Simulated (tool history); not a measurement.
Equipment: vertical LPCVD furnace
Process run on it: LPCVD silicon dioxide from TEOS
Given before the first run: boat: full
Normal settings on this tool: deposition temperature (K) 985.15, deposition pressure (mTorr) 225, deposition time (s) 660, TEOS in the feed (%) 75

run,hour,deposition temperature (K),deposition pressure (mTorr),deposition time (s),TEOS in the feed (%),wafers since the last listed run,hours since the last temperature calibration,hours since the pressure gauge was zeroed,hours since the TEOS flow controller was replaced,hours since the gauge calibration,"read-back reference wafer on the same gauge, thickness",film thickness on the monitor wafer in the middle of the boat (Å)
1,0.0,985.15,225,660,75,0,3052.2,1320.6,5506.0,131.7,81.89,986.8
2,10.0,985.15,205,660,75,226,3062.2,1330.6,5516.0,141.7,81.89,943.0
3,27.5,985.15,205,660,75,397,3079.7,1348.1,5533.5,159.2,81.89,941.5
4,42.2,982.15,225,660,75,333,3094.4,1362.8,5548.2,173.9,81.90,922.1
5,56.7,977.15,225,660,75,328,3108.9,1377.3,5562.7,188.4,81.91,823.0
# hour 81.0: thermocouples replaced and temperature profile calibrated
6,81.5,985.15,225,540,75,18,0.5,1402.1,5587.5,213.2,81.91,751.8
7,85.1,985.15,225,540,75,81,4.1,1405.7,5591.1,216.8,81.90,751.9
# hour 114.7: pressure gauge zeroed
8,115.2,985.15,225,660,75,138,34.2,0.5,5621.2,246.9,81.89,919.7
9,118.8,985.15,225,660,75,81,37.8,4.1,5624.8,250.5,81.91,917.7
10,126.3,985.15,225,660,75,170,45.3,11.6,5632.3,258.0,81.91,919.0
# hour 133.1: gauge calibrated
11,136.4,985.15,225,660,85,229,55.4,21.7,5642.4,3.3,81.90,978.2
12,145.1,985.15,225,660,75,197,64.1,30.4,5651.1,12.0,81.91,919.6
# hour 180.4: TEOS flow controller replaced
13,180.9,985.15,190,480,75,267,99.9,66.2,0.5,47.8,81.89,615.7
14,184.5,976.15,175,660,75,81,103.5,69.8,4.1,51.4,81.91,662.1
15,188.2,974.15,225,840,75,83,107.2,73.5,7.8,55.1,81.91,906.9
16,194.0,985.15,260,660,88,131,113.0,79.3,13.6,60.9,81.90,1069.3
17,201.0,985.15,225,840,75,158,120.0,86.3,20.6,67.9,81.90,1171.4
18,208.7,988.15,200,810,85,174,127.7,94.0,28.3,75.6,81.91,1212.3
19,216.4,985.15,175,900,70,174,135.4,101.7,36.0,83.3,81.90,1067.5
20,227.0,985.15,195,450,75,240,146.0,112.3,46.6,93.9,81.90,583.0
21,241.1,985.15,225,660,75,319,160.1,126.4,60.7,108.0,81.91,919.6

Run-by-run hidden state of the tool:
true pressure minus gauge reading, mTorr: 0 on each run
deviation of the TEOS flow from its setpoint, %: 0 on each run
gauge reads high (%): 0 on each run
H1: true tube temperature minus thermocouple reading, K
run,H1
1,3.61
2,3.63
3,3.66
4,3.69
5,3.72
6,0.495
7,0.495
8,0.496
9,0.496
10,0.496
11,0.496
12,0.496
13,0.498
14,0.499
15,0.499
16,0.499
17,0.5
18,0.5
19,0.501
20,0.502
21,0.503

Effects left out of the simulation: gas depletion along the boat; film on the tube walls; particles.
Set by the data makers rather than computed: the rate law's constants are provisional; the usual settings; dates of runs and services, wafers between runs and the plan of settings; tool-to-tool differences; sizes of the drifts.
